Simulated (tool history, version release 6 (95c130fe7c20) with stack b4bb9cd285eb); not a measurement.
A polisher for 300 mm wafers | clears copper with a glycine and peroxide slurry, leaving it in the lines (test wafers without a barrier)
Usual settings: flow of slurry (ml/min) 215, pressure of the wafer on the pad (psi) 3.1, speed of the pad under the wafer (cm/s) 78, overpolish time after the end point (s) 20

run    hour  flow of slurry (ml/min)  pressure of the wafer on the pad (psi)  speed of the pad under the wafer (cm/s)  overpolish time after the end point (s)  incoming thickness of the incoming film, nm  time until the end point was called (s)
  1     0.0                      215                                     3.1                                       62                                       28                                        493.2                                    143.5
  2    64.4                      215                                     3.1                                       62                                       28                                        491.3                                    146.3
  3   103.6                      235                                     2.6                                       78                                       20                                        487.6                                    146.2
      151.4  -- slurry nozzle cleaned
  4   152.5                      235                                     2.6                                       78                                       20                                        494.9                                    137.4
  5   196.7                      215                                     3.1                                       92                                       20                                        493.1                                    104.4
      231.4  -- worn pad replaced by a new one
  6   231.9                      215                                     3.1                                       92                                       20                                        481.0                                    101.9
  7   280.2                      195                                     3.8                                       78                                       20                                        492.8                                    101.8
  8   349.4                      215                                     3.1                                       78                                       20                                        484.8                                    117.0
  9   389.8                      215                                     3.1                                       78                                       20                                        494.1                                    115.2
 10   426.9                      215                                     3.1                                       78                                       20                                        488.0                                    116.4
 11   467.7                      250                                     3.1                                       78                                       20                                        490.0                                    112.4
      496.7  -- worn pad replaced by a new one
 12   533.5                      250                                     3.1                                       78                                       20                                        483.2                                    115.9
 13   597.2                      215                                     3.1                                       78                                       20                                        491.9                                    122.1
 14   626.6                      215                                     3.1                                       78                                       20                                        487.7                                    121.6
 15   681.0                      215                                     3.1                                       78                                       20                                        484.7                                    124.0
      706.4  -- slurry nozzle cleaned
 16   706.9                      215                                     3.1                                       78                                       20                                        481.8                                    117.3
 17   753.0                      215                                     3.1                                       78                                       20                                        485.1                                    116.4
      756.4  -- head pressure recalibrated
      780.7  -- worn pad replaced by a new one
 18   822.5                      215                                     3.1                                       78                                       20                                        498.8                                    119.8
 19   870.0                      175                                     4.0                                       96                                       13                                        481.0                                     83.1
 20   911.1                      170                                     3.1                                       78                                       20                                        484.3                                    119.2
 21   981.7                      170                                     3.1                                      102                                       20                                        491.7                                    104.3
 22  1020.6                      250                                     3.1                                       64                                       16                                        488.8                                    136.2
 23  1068.3                      215                                     3.1                                       78                                       20                                        486.1                                    119.1
     1101.5  -- worn pad replaced by a new one
 24  1123.4                      215                                     3.1                                       78                                       23                                        488.3                                    123.4
 25  1149.3                      215                                     3.1                                       78                                       20                                        494.3                                    125.0
 26  1205.1                      215                                     3.8                                       62                                       20                                        489.8                                    120.9
 27  1263.1                      190                                     3.1                                       52                                       32                                        489.4                                    167.1
 28  1308.5                      215                                     3.1                                       64                                       13                                        483.4                                    143.6
 29  1369.4                      215                                     2.7                                      104                                       12                                        487.9                                    123.1
     1391.4  -- slurry nozzle cleaned
     1393.6  -- worn pad replaced by a new one
 30  1414.6                      265                                     3.1                                       94                                       20                                        495.0                                    100.8
 31  1474.9                      215                                     3.1                                       96                                       20                                        484.9                                    100.6

What the log doesn't show, run by run:
removal rate lost through wear of the pad, %: 0 in every run
deviation of the head's pressure from its setpoint, %: 0 in every run
H1: slurry flow missing at the pad, %
run     H1
  1   28.4
  2   35.7
  3   40.5
  4  0.944
  5   1.16
  6   1.63
  7   2.71
  8   5.12
  9      7
 10   9.03
 11   11.6
 12   16.5
 13   22.1
 14     25
 15   30.8
 16   4.72
 17   4.95
 18   6.16
 19   7.58
 20   9.19
 21   12.8
 22   15.2
 23   18.7
 24   23.3
 25   25.6
 26   31.2
 27   37.8
 28   43.4
 29   51.6
 30    4.4
 31   5.09

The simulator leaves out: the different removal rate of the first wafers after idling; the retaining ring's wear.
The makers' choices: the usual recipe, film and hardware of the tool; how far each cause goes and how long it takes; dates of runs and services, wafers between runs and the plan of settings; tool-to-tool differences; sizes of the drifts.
